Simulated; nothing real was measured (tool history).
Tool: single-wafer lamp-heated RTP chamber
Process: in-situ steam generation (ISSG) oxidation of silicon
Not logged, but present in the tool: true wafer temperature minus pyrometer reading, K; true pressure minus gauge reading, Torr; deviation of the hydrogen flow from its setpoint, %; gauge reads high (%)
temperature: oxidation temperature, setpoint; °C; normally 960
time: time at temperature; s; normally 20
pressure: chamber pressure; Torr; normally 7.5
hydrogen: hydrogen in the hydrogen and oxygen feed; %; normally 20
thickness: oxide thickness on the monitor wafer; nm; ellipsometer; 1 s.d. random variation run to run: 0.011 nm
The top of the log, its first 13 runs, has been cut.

run,hour,temperature,time,pressure,hydrogen,wafers since the last listed run,wafers since the last pyrometer calibration,hours since the pressure gauge was zeroed,hours since the hydrogen flow controller was replaced,hours since the gauge calibration,"read-back reference wafer on the same gauge, thickness",thickness
# hour 166.8: gauge calibrated
# hour 176: pyrometer window cleaned and pyrometer calibrated
14,176.5,960,20,7.5,20,52,3,1294.7,6576.2,9.7,4.759,4.545
15,184.7,960,20,7.5,20,67,71,1302.9,6584.4,17.9,4.76,4.545
16,197.1,960,20,7.5,20,102,174,1315.3,6596.8,30.3,4.758,4.539
# hour 207.2: hydrogen flow controller replaced
17,207.7,947,20,8.4,20,21,195,1325.9,0.5,40.9,4.761,4.34
18,212.4,960,20,7.5,20,38,234,1330.6,5.2,45.6,4.756,4.546
19,225.1,960,20,6.9,17,105,339,1343.3,17.9,58.3,4.765,4.354
20,236.4,960,17,7.5,28,93,433,1354.6,29.2,69.6,4.764,4.622
# hour 251.4: pressure gauge zeroed
21,252.2,969,20,6.9,11,64,497,0.8,45,85.4,4.757,4.083
# hour 272.3: pyrometer window cleaned and pyrometer calibrated, repeated, since the last time left the tool worse
22,272.8,960,20,6.9,20,104,4,21.4,65.6,106,4.762,4.364
23,274.9,973,16,8.9,11,17,21,23.5,67.7,108.1,4.76,3.645
24,285.4,960,26,7.5,11,86,108,34,78.2,118.6,4.759,4.327
25,300.3,960,20,7.5,20,123,231,48.9,93.1,133.5,4.765,4.394
26,310.5,977,20,7.5,14,84,316,59.1,103.3,143.7,4.761,4.31
27,327.6,978,15,6.9,12,141,457,76.2,120.4,160.8,4.76,3.641
28,343.2,960,25,7.5,20,129,586,91.8,136,176.4,4.761,4.871
29,355,960,20,7.5,20,97,684,103.6,147.8,188.2,4.761,4.411
30,362.9,960,20,7.5,20,65,749,111.5,155.7,196.1,4.757,4.421

Run 31, settings as shown, results not yet in. Your forecast:
31,375.8,960,20,7.5,20,106,856,124.4,168.6,209,?,?

Run 31 measured read-back reference wafer on the same gauge, thickness 4.76, thickness 4.407 nm.
Had the tool carried no hidden state, the very same run would have given thickness 4.358 nm.
